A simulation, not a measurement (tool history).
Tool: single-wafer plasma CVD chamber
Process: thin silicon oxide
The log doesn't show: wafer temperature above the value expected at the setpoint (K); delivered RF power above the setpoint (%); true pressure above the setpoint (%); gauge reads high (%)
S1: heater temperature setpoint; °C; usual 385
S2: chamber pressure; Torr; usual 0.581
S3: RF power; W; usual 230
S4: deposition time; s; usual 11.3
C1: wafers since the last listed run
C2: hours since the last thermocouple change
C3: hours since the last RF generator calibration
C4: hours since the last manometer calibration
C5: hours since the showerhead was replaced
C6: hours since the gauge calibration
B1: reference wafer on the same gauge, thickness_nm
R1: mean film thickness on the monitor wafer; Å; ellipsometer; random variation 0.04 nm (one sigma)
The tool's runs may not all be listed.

{"run": 1, "hour": 0.0, "S1": 385, "S2": 0.581, "S3": 230, "S4": 11.3, "C1": 0, "C2": 978.5, "C3": 2480.9, "C4": 1660.2, "C5": 4630.8, "C6": 241.8, "B1": 10.487, "R1": 131.38}
{"run": 2, "hour": 14.4, "S1": 385, "S2": 0.581, "S3": 230, "S4": 11.3, "C1": 422, "C2": 992.9, "C3": 2495.3, "C4": 1674.6, "C5": 4645.2, "C6": 256.2, "B1": 10.507, "R1": 131.34}
{"run": 3, "hour": 25.3, "S1": 385, "S2": 0.581, "S3": 230, "S4": 11.3, "C1": 320, "C2": 1003.8, "C3": 2506.2, "C4": 1685.5, "C5": 4656.1, "C6": 267.1, "B1": 10.494, "R1": 131.19}
{"run": 4, "hour": 42.0, "S1": 385, "S2": 0.581, "S3": 230, "S4": 11.3, "C1": 490, "C2": 1020.5, "C3": 2522.9, "C4": 1702.2, "C5": 4672.8, "C6": 283.8, "B1": 10.485, "R1": 131.19}
{"run": 5, "hour": 51.5, "S1": 385, "S2": 0.659, "S3": 230, "S4": 11.8, "C1": 278, "C2": 1030.0, "C3": 2532.4, "C4": 1711.7, "C5": 4682.3, "C6": 293.3, "B1": 10.508, "R1": 151.75}
{"run": 6, "hour": 60.5, "S1": 373, "S2": 0.581, "S3": 210, "S4": 11.3, "C1": 264, "C2": 1039.0, "C3": 2541.4, "C4": 1720.7, "C5": 4691.3, "C6": 302.3, "B1": 10.504, "R1": 129.01}
{"hour": 76.4, "done": "showerhead replaced"}
{"run": 7, "hour": 76.9, "S1": 373, "S2": 0.581, "S3": 210, "S4": 11.3, "C1": 246, "C2": 1055.4, "C3": 2557.8, "C4": 1737.1, "C5": 0.5, "C6": 318.7, "B1": 10.494, "R1": 128.42}
{"run": 8, "hour": 79.5, "S1": 373, "S2": 0.581, "S3": 210, "S4": 11.3, "C1": 76, "C2": 1058.0, "C3": 2560.4, "C4": 1739.7, "C5": 3.1, "C6": 321.3, "B1": 10.501, "R1": 128.75}
{"run": 9, "hour": 97.1, "S1": 385, "S2": 0.581, "S3": 230, "S4": 11.3, "C1": 516, "C2": 1075.6, "C3": 2578.0, "C4": 1757.3, "C5": 20.7, "C6": 338.9, "B1": 10.499, "R1": 131.94}
{"run": 10, "hour": 105.4, "S1": 376, "S2": 0.581, "S3": 230, "S4": 11.3, "C1": 243, "C2": 1083.9, "C3": 2586.3, "C4": 1765.6, "C5": 29.0, "C6": 347.2, "B1": 10.501, "R1": 132.74}
{"hour": 122.4, "done": "RF generator calibrated"}
{"run": 11, "hour": 122.9, "S1": 385, "S2": 0.581, "S3": 265, "S4": 9.6, "C1": 278, "C2": 1101.4, "C3": 0.5, "C4": 1783.1, "C5": 46.5, "C6": 364.7, "B1": 10.489, "R1": 118.3}
{"run": 12, "hour": 128.4, "S1": 381, "S2": 0.581, "S3": 220, "S4": 11.3, "C1": 161, "C2": 1106.9, "C3": 6.0, "C4": 1788.6, "C5": 52.0, "C6": 370.2, "B1": 10.49, "R1": 130.9}
{"hour": 132.9, "done": "gauge calibrated"}
{"run": 13, "hour": 142.3, "S1": 371, "S2": 0.581, "S3": 205, "S4": 9.4, "C1": 408, "C2": 1120.8, "C3": 19.9, "C4": 1802.5, "C5": 65.9, "C6": 9.4, "B1": 10.497, "R1": 107.29}
{"hour": 153.4, "done": "thermocouple changed; heater temperature recalibrated"}
{"run": 14, "hour": 156.2, "S1": 385, "S2": 0.581, "S3": 265, "S4": 12.5, "C1": 173, "C2": 2.8, "C3": 33.8, "C4": 1816.4, "C5": 79.8, "C6": 23.3, "B1": 10.495, "R1": 153.75}
{"run": 15, "hour": 165.7, "S1": 385, "S2": 0.581, "S3": 230, "S4": 11.3, "C1": 278, "C2": 12.3, "C3": 43.3, "C4": 1825.9, "C5": 89.3, "C6": 32.8, "B1": 10.508, "R1": 132.62}
{"hour": 188.8, "done": "capacitance manometer re-zeroed and calibrated"}
{"run": 16, "hour": 201.7, "S1": 389, "S2": 0.475, "S3": 250, "S4": 11.3, "C1": 822, "C2": 48.3, "C3": 79.3, "C4": 12.9, "C5": 125.3, "C6": 68.8, "B1": 10.485, "R1": 108.75}
{"run": 17, "hour": 220.6, "S1": 385, "S2": 0.581, "S3": 230, "S4": 11.3, "C1": 554, "C2": 67.2, "C3": 98.2, "C4": 31.8, "C5": 144.2, "C6": 87.7, "B1": 10.492, "R1": 124.91}
{"run": 18, "hour": 236.9, "S1": 375, "S2": 0.648, "S3": 230, "S4": 11.3, "C1": 478, "C2": 83.5, "C3": 114.5, "C4": 48.1, "C5": 160.5, "C6": 104.0, "B1": 10.5, "R1": 136.9}
{"run": 19, "hour": 250.4, "S1": 375, "S2": 0.698, "S3": 270, "S4": 9.9, "C1": 396, "C2": 97.0, "C3": 128.0, "C4": 61.6, "C5": 174.0, "C6": 117.5, "B1": 10.5, "R1": 135.05}
{"run": 20, "hour": 258.6, "S1": 379, "S2": 0.581, "S3": 255, "S4": 9.5, "C1": 240, "C2": 105.2, "C3": 136.2, "C4": 69.8, "C5": 182.2, "C6": 125.7, "B1": 10.502, "R1": 108.97}
{"run": 21, "hour": 268.5, "S1": 389, "S2": 0.581, "S3": 230, "S4": 11.3, "C1": 290, "C2": 115.1, "C3": 146.1, "C4": 79.7, "C5": 192.1, "C6": 135.6, "B1": 10.514, "R1": 123.54}
{"run": 22, "hour": 298.3, "S1": 385, "S2": 0.581, "S3": 210, "S4": 9.1, "C1": 874, "C2": 144.9, "C3": 175.9, "C4": 109.5, "C5": 221.9, "C6": 165.4, "B1": 10.502, "R1": 97.33}
{"run": 23, "hour": 310.1, "S1": 379, "S2": 0.686, "S3": 230, "S4": 11.3, "C1": 346, "C2": 156.7, "C3": 187.7, "C4": 121.3, "C5": 233.7, "C6": 177.2, "B1": 10.502, "R1": 142.84}
{"run": 24, "hour": 321.7, "S1": 373, "S2": 0.656, "S3": 230, "S4": 13.5, "C1": 340, "C2": 168.3, "C3": 199.3, "C4": 132.9, "C5": 245.3, "C6": 188.8, "B1": 10.507, "R1": 164.4}
{"run": 25, "hour": 330.6, "S1": 385, "S2": 0.581, "S3": 255, "S4": 9.5, "C1": 261, "C2": 177.2, "C3": 208.2, "C4": 141.8, "C5": 254.2, "C6": 197.7, "B1": 10.503, "R1": 108.57}

Forecast run 26:
{"run": 26, "hour": 338.3, "S1": 385, "S2": 0.581, "S3": 265, "S4": 9.6, "C1": 226, "C2": 184.9, "C3": 215.9, "C4": 149.5, "C5": 261.9, "C6": 205.4, "B1": "?", "R1": "?"}

Run 26 gave B1 10.493, R1 110.52 Å.
Without the tool's hidden state the same run would have given R1 110.47 Å.

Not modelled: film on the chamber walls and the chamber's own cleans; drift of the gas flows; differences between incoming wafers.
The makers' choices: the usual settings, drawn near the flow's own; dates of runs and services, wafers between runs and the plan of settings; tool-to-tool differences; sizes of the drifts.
